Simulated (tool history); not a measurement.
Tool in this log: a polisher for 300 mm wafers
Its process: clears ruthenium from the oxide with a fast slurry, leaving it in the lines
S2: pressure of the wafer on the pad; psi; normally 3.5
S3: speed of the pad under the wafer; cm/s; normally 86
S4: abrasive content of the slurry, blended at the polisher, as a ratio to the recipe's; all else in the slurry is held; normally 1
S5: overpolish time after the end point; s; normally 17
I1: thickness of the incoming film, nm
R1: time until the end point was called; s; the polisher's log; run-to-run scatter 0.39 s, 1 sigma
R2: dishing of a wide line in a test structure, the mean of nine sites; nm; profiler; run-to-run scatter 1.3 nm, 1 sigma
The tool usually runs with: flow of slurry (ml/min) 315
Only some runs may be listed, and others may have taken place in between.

run 1 day=0 | flow_of_slurry_(ml/min)=315 S2=3.5 S3=86 S4=1 S5=17 | I1=182.8 | R1=39.2 R2=53.4
-- day=1.446 worn pad replaced by a new one
run 2 day=1.883 | flow_of_slurry_(ml/min)=315 S2=3.5 S3=86 S4=1 S5=17 | I1=178.9 | R1=38.9 R2=50.7
run 3 day=2.621 | flow_of_slurry_(ml/min)=315 S2=3.5 S3=86 S4=1 S5=17 | I1=177.2 | R1=38.3 R2=53.5
run 4 day=3.371 | flow_of_slurry_(ml/min)=315 S2=3.5 S3=110 S4=1 S5=17 | I1=183.7 | R1=30.7 R2=58.8
run 5 day=4.004 | flow_of_slurry_(ml/min)=315 S2=3.5 S3=86 S4=1 S5=17 | I1=183.3 | R1=39 R2=55.9
run 6 day=4.646 | flow_of_slurry_(ml/min)=315 S2=3.5 S3=86 S4=1 S5=17 | I1=179.8 | R1=38.5 R2=53.8
run 7 day=5.212 | flow_of_slurry_(ml/min)=315 S2=3.5 S3=86 S4=1 S5=17 | I1=177.9 | R1=37.8 R2=53.8
-- day=5.646 head pressure recalibrated
run 8 day=6.146 | flow_of_slurry_(ml/min)=315 S2=3.5 S3=86 S4=1 S5=17 | I1=177.7 | R1=38.3 R2=53.5
-- day=6.304 slurry blender recalibrated
run 9 day=7.954 | flow_of_slurry_(ml/min)=315 S2=3.5 S3=110 S4=1 S5=17 | I1=178.8 | R1=30.5 R2=61.3
-- day=8.508 worn pad replaced by a new one
run 10 day=8.529 | flow_of_slurry_(ml/min)=315 S2=3.5 S3=110 S4=0.8 S5=17 | I1=181.2 | R1=32.8 R2=59.8
run 11 day=10.171 | flow_of_slurry_(ml/min)=315 S2=3.5 S3=86 S4=1 S5=17 | I1=182.5 | R1=39.2 R2=53.6
-- day=10.646 slurry nozzle cleaned
run 12 day=10.808 | flow_of_slurry_(ml/min)=315 S2=3.5 S3=104 S4=0.9 S5=17 | I1=180.1 | R1=30.7 R2=61.5
run 13 day=12.042 | flow_of_slurry_(ml/min)=315 S2=3.5 S3=86 S4=1 S5=17 | I1=180.6 | R1=36.2 R2=55.9
-- day=12.3 slurry blender recalibrated
run 14 day=13.496 | flow_of_slurry_(ml/min)=315 S2=3.5 S3=86 S4=1.3 S5=17 | I1=179.7 | R1=33.4 R2=58.3
run 15 day=13.967 | flow_of_slurry_(ml/min)=420 S2=2.3 S3=86 S4=1 S5=17 | I1=181.2 | R1=54.1 R2=43.4
run 16 day=14.575 | flow_of_slurry_(ml/min)=315 S2=3.5 S3=86 S4=1 S5=17 | I1=181.7 | R1=37.1 R2=52.6
run 17 day=15.225 | flow_of_slurry_(ml/min)=315 S2=3.5 S3=86 S4=1 S5=17 | I1=178.9 | R1=37 R2=54.3
-- day=15.496 worn pad replaced by a new one
run 18 day=15.688 | flow_of_slurry_(ml/min)=315 S2=3.5 S3=86 S4=0.85 S5=17 | I1=181.1 | R1=38.9 R2=51.3
run 19 day=16.3 | flow_of_slurry_(ml/min)=315 S2=3.5 S3=86 S4=1 S5=17 | I1=180.4 | R1=37.9 R2=54.6
run 20 day=16.779 | flow_of_slurry_(ml/min)=260 S2=3.5 S3=86 S4=1 S5=17 | I1=180.5 | R1=38.3 R2=51.2
run 21 day=17.383 | flow_of_slurry_(ml/min)=315 S2=3.8 S3=86 S4=1.15 S5=25 | I1=181.2 | R1=33.4 R2=70.2
run 22 day=17.725 | flow_of_slurry_(ml/min)=315 S2=3.5 S3=86 S4=1 S5=17 | I1=180.6 | R1=37.1 R2=54.7
run 23 day=18.258 | flow_of_slurry_(ml/min)=260 S2=4.3 S3=86 S4=1.2 S5=20 | I1=181.4 | R1=29.5 R2=68.9
-- day=18.917 slurry blender recalibrated
-- day=19.067 head pressure recalibrated
run 24 day=19.088 | flow_of_slurry_(ml/min)=425 S2=3.5 S3=74 S4=1.2 S5=17 | I1=176.7 | R1=38.6 R2=54.2
run 25 day=19.642 | flow_of_slurry_(ml/min)=315 S2=3.5 S3=86 S4=1 S5=17 | I1=180.4 | R1=38.5 R2=52.2
run 26 day=20.329 | flow_of_slurry_(ml/min)=235 S2=3.9 S3=86 S4=1 S5=17 | I1=182.3 | R1=36.6 R2=56.3
run 27 day=20.779 | flow_of_slurry_(ml/min)=315 S2=3 S3=86 S4=1 S5=9 | I1=180.1 | R1=44.3 R2=31.8
run 28 day=21.475 | flow_of_slurry_(ml/min)=315 S2=3.5 S3=86 S4=1 S5=17 | I1=182.9 | R1=37.8 R2=51.8
run 29 day=22.012 | flow_of_slurry_(ml/min)=315 S2=3.5 S3=86 S4=0.8 S5=21 | I1=182.1 | R1=40.6 R2=59.8

Some steps in R1 between neighbouring runs. How much of each would the tool show without its hidden state too (settings, what came in, random variation), and how much is left for the hidden state, with any gauge scatter that isn't in both results?
Hidden state present: removal rate lost through wear of the pad, %; slurry flow missing at the pad, %; deviation of the head's pressure from its setpoint, %; abrasive missing from the slurry, %.
Run 3 -> 4: S3 86 -> 110. R1 -7.6 s: hidden state -0.5, all else -7.1.
Run 11 -> 12: S3 86 -> 104, S4 1 -> 0.9, slurry nozzle cleaned. R1 -8.5 s: hidden state -2.5, all else -6.
Run 14 -> 15: flow of slurry (ml/min) 315 -> 420, S2 3.5 -> 2.3, S4 1.3 -> 1. R1 +20.7 s: hidden state +0.2, all else +20.5.
Run 15 -> 16: flow of slurry (ml/min) 420 -> 315, S2 2.3 -> 3.5. R1 -17 s: hidden state +0, all else -17.

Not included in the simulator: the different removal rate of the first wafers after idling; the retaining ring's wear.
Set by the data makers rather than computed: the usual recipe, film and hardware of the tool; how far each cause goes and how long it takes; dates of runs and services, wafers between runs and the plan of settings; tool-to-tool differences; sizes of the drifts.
